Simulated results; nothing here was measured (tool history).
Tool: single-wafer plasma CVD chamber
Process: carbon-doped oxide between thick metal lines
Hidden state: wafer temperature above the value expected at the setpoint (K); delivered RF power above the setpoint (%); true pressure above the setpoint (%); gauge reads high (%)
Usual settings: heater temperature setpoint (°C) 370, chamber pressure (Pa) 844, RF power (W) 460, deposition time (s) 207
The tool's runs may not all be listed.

| run | day | heater temperature setpoint (°C) | chamber pressure (Pa) | RF power (W) | deposition time (s) | wafers since the last listed run | hours since the last thermocouple change | hours since the last RF generator calibration | hours since the last manometer calibration | hours since the showerhead was replaced | hours since the gauge calibration | read-back reference wafer on the same gauge, thickness_nm | mean film thickness on the monitor wafer (angstrom) |
|---|---|---|---|---|---|---|---|---|---|---|---|---|---|
| 1 | 0.000 | 370 | 844 | 460 | 207 | 0 | 2988.3 | 2594.6 | 1902.8 | 5481.9 | 203.1 | 802.402 | 7871.67 |
| 2 | 0.721 | 370 | 844 | 460 | 186 | 174 | 3005.6 | 2611.9 | 1920.1 | 5499.2 | 220.4 | 803.474 | 7064.24 |
| 3 | 1.142 | 370 | 844 | 460 | 186 | 102 | 3015.7 | 2622.0 | 1930.2 | 5509.3 | 230.5 | 802.878 | 7067.70 |
| 4 | 1.788 | 370 | 844 | 460 | 186 | 156 | 3031.2 | 2637.5 | 1945.7 | 5524.8 | 246.0 | 802.999 | 7091.89 |
|  | 2.388 | capacitance manometer re-zeroed and calibrated |
| 5 | 2.408 | 377 | 844 | 460 | 207 | 69 | 3046.1 | 2652.4 | 0.5 | 5539.7 | 260.9 | 802.710 | 7742.07 |
| 6 | 2.862 | 370 | 687 | 460 | 207 | 110 | 3057.0 | 2663.3 | 11.4 | 5550.6 | 271.8 | 802.355 | 7690.92 |
| 7 | 3.142 | 380 | 844 | 405 | 244 | 67 | 3063.7 | 2670.0 | 18.1 | 5557.3 | 278.5 | 802.987 | 7881.56 |
| 8 | 3.721 | 370 | 983 | 460 | 225 | 140 | 3077.6 | 2683.9 | 32.0 | 5571.2 | 292.4 | 802.872 | 8636.41 |
|  | 4.204 | showerhead replaced, of another model than before |
| 9 | 4.358 | 370 | 967 | 460 | 195 | 73 | 3092.9 | 2699.2 | 47.3 | 3.7 | 307.7 | 802.249 | 7907.67 |
| 10 | 5.033 | 376 | 957 | 510 | 183 | 163 | 3109.1 | 2715.4 | 63.5 | 19.9 | 323.9 | 803.210 | 7789.84 |
| 11 | 5.508 | 374 | 844 | 460 | 207 | 115 | 3120.5 | 2726.8 | 74.9 | 31.3 | 335.3 | 803.588 | 8240.40 |
| 12 | 6.167 | 370 | 844 | 460 | 207 | 159 | 3136.3 | 2742.6 | 90.7 | 47.1 | 351.1 | 802.905 | 8335.60 |
|  | 6.596 | thermocouple changed; heater temperature recalibrated |
| 13 | 6.608 | 360 | 844 | 525 | 207 | 26 | 0.3 | 2753.2 | 101.3 | 57.7 | 361.7 | 802.578 | 9054.56 |
|  | 7.438 | RF generator calibrated |
| 14 | 7.458 | 370 | 844 | 460 | 178 | 125 | 20.7 | 0.5 | 121.7 | 78.1 | 382.1 | 802.435 | 7418.11 |
| 15 | 7.708 | 370 | 844 | 460 | 207 | 60 | 26.7 | 6.5 | 127.7 | 84.1 | 388.1 | 803.162 | 8781.02 |
| 16 | 8.425 | 370 | 844 | 460 | 207 | 173 | 43.9 | 23.7 | 144.9 | 101.3 | 405.3 | 802.925 | 8722.73 |
| 17 | 8.721 | 370 | 844 | 460 | 196 | 71 | 51.0 | 30.8 | 152.0 | 108.4 | 412.4 | 803.373 | 8210.35 |
|  | 9.117 | gauge calibrated |
| 18 | 10.083 | 377 | 844 | 375 | 170 | 330 | 83.7 | 63.5 | 184.7 | 141.1 | 23.2 | 803.425 | 6402.11 |
| 19 | 10.638 | 384 | 844 | 460 | 207 | 134 | 97.0 | 76.8 | 198.0 | 154.4 | 36.5 | 802.074 | 8436.72 |
| 20 | 11.200 | 370 | 844 | 460 | 240 | 136 | 110.5 | 90.3 | 211.5 | 167.9 | 50.0 | 802.715 | 10068.32 |
| 21 | 11.912 | 370 | 844 | 460 | 232 | 172 | 127.6 | 107.4 | 228.6 | 185.0 | 67.1 | 803.044 | 9778.73 |
| 22 | 12.192 | 370 | 844 | 460 | 207 | 67 | 134.3 | 114.1 | 235.3 | 191.7 | 73.8 | 803.074 | 8629.20 |
| 23 | 12.846 | 370 | 695 | 390 | 207 | 158 | 150.0 | 129.8 | 251.0 | 207.4 | 89.5 | 802.544 | 7687.29 |
| 24 | 14.525 | 365 | 844 | 420 | 207 | 407 | 190.3 | 170.1 | 291.3 | 247.7 | 129.8 | 802.585 | 8425.47 |
| 25 | 15.192 | 370 | 844 | 460 | 207 | 161 | 206.3 | 186.1 | 307.3 | 263.7 | 145.8 | 802.119 | 8695.79 |
| 26 | 15.671 | 370 | 663 | 390 | 182 | 116 | 217.8 | 197.6 | 318.8 | 275.2 | 157.3 | 802.378 | 6692.77 |
| 27 | 16.079 | 370 | 844 | 410 | 207 | 98 | 227.6 | 207.4 | 328.6 | 285.0 | 167.1 | 803.015 | 8182.88 |
| 28 | 16.729 | 378 | 844 | 535 | 219 | 157 | 243.2 | 223.0 | 344.2 | 300.6 | 182.7 | 802.882 | 9720.03 |

Forecast each of these 4 alternatives for the next run:
| A | 16.750 | 370 | 844 | 500 | 207 | 5 | 243.7 | 223.5 | 344.7 | 301.1 | 183.2 | ? | ? |
| B | 16.750 | 370 | 784 | 495 | 234 | 5 | 243.7 | 223.5 | 344.7 | 301.1 | 183.2 | ? | ? |
| C | 16.750 | 365 | 659 | 520 | 218 | 5 | 243.7 | 223.5 | 344.7 | 301.1 | 183.2 | ? | ? |
| D | 16.750 | 370 | 931 | 535 | 207 | 5 | 243.7 | 223.5 | 344.7 | 301.1 | 183.2 | ? | ? |

| run | read-back reference wafer on the same gauge, thickness_nm | mean film thickness on the monitor wafer (angstrom) |
|---|---|---|
| A | 802.830 | 8980.33 |
| B | 802.830 | 9974.31 |
| C | 802.830 | 9224.65 |
| D | 802.830 | 9371.49 |
Without the tool's hidden state the same runs would have given:
| run | mean film thickness on the monitor wafer (angstrom) |
|---|---|
| A | 9043.10 |
| B | 10044.03 |
| C | 9288.42 |
| D | 9435.59 |

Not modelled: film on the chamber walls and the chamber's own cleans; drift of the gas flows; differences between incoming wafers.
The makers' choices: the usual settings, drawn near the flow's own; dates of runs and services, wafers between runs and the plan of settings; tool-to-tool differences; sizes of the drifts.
